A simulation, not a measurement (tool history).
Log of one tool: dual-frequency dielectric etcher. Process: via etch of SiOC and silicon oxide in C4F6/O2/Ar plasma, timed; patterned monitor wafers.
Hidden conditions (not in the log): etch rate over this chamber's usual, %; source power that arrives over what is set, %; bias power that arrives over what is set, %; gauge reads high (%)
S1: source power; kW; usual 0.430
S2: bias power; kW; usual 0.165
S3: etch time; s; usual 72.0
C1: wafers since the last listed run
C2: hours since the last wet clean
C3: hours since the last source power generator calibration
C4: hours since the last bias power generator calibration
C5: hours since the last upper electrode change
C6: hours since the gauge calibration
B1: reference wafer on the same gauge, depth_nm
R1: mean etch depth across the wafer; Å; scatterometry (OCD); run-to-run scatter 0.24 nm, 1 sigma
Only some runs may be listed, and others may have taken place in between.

run	day	S1	S2	S3	C1	C2	C3	C4	C5	C6	B1	R1
1	0.000	0.430	0.176	72.0	0	0.5	1799.1	3732.1	4353.1	3117.5	96.2	838
# day 1.112: source power generator calibrated
2	1.954	0.390	0.165	65.5	411	47.4	20.2	3779.0	4400.0	3164.4	96.2	707
3	3.583	0.430	0.165	72.0	375	86.5	59.3	3818.1	4439.1	3203.5	96.3	817
# day 5.342: bias power generator calibrated
4	7.917	0.430	0.165	56.0	960	190.5	163.3	61.8	4543.1	3307.5	96.3	632
# day 9.050: gauge calibrated
5	10.017	0.430	0.165	72.0	483	240.9	213.7	112.2	4593.5	23.2	96.2	818
6	12.675	0.430	0.165	72.0	612	304.7	277.5	176.0	4657.3	87.0	96.2	817
7	14.371	0.430	0.165	72.0	390	345.4	318.2	216.7	4698.0	127.7	96.2	816
8	18.279	0.430	0.165	72.0	900	439.2	412.0	310.5	4791.8	221.5	96.2	820
# day 21.254: wet clean of the chamber
9	21.288	0.320	0.165	72.0	462	0.8	484.2	382.7	4864.0	293.7	96.2	688
10	24.767	0.480	0.165	92.0	801	84.3	567.7	466.2	4947.5	377.2	96.2	1115
11	28.529	0.540	0.143	78.0	867	174.6	658.0	556.5	5037.8	467.5	96.2	983
12	32.875	0.370	0.191	81.0	1001	278.9	762.3	660.8	5142.1	571.8	96.2	871
13	35.788	0.430	0.184	72.0	671	348.8	832.2	730.7	5212.0	641.7	96.2	835
# day 39.892: upper electrode replaced
14	39.912	0.430	0.165	72.0	720	447.8	931.2	829.7	0.5	740.7	96.3	825
15	41.242	0.430	0.165	72.0	306	479.7	963.1	861.6	32.4	772.6	96.2	823
16	43.558	0.340	0.198	72.0	533	535.3	1018.7	917.2	88.0	828.2	96.2	737
# day 47.475: wet clean of the chamber
17	47.800	0.540	0.192	51.0	747	7.8	1120.5	1019.0	189.8	930.0	96.2	677
18	50.371	0.430	0.194	52.5	592	69.5	1182.2	1080.7	251.5	991.7	96.2	615
19	52.892	0.430	0.165	72.0	580	130.0	1242.7	1141.2	312.0	1052.2	96.1	825
20	57.075	0.530	0.150	64.5	964	230.4	1343.1	1241.6	412.4	1152.6	96.2	814
21	61.067	0.430	0.165	72.0	919	326.2	1438.9	1337.4	508.2	1248.4	96.2	824
22	65.021	0.390	0.139	60.0	911	421.1	1533.8	1432.3	603.1	1343.3	96.2	633
23	67.696	0.530	0.176	72.0	616	485.3	1598.0	1496.5	667.3	1407.5	96.2	937
# day 69.792: wet clean of the chamber
24	70.212	0.340	0.165	54.5	349	10.1	1658.4	1556.9	727.7	1467.9	96.2	546
# day 71.512: source power generator calibrated
25	71.808	0.340	0.176	59.0	329	48.4	7.1	1595.2	766.0	1506.2	96.2	585
26	75.658	0.430	0.165	72.0	887	140.8	99.5	1687.6	858.4	1598.6	96.2	811
27	79.662	0.430	0.165	72.0	922	236.9	195.6	1783.7	954.5	1694.7	96.1	812
28	81.671	0.430	0.165	90.0	462	285.1	243.8	1831.9	1002.7	1742.9	96.3	1021

5 options for the next run, each taken on its own from the tool as it stands now. Forecast them:
A	81.688	0.390	0.165	72.0	3	285.5	244.2	1832.3	1003.1	1743.3	?	?
B	81.688	0.340	0.133	72.0	3	285.5	244.2	1832.3	1003.1	1743.3	?	?
C	81.688	0.390	0.176	72.0	3	285.5	244.2	1832.3	1003.1	1743.3	?	?
D	81.688	0.430	0.196	72.0	3	285.5	244.2	1832.3	1003.1	1743.3	?	?
E	81.688	0.370	0.165	81.0	3	285.5	244.2	1832.3	1003.1	1743.3	?	?

run	B1	R1
A	96.1	772
B	96.1	688
C	96.1	781
D	96.1	840
E	96.1	842
With the hidden condition removed and each run's random variation left untouched, the same runs would have given:
run	R1
A	771
B	687
C	779
D	839
E	841
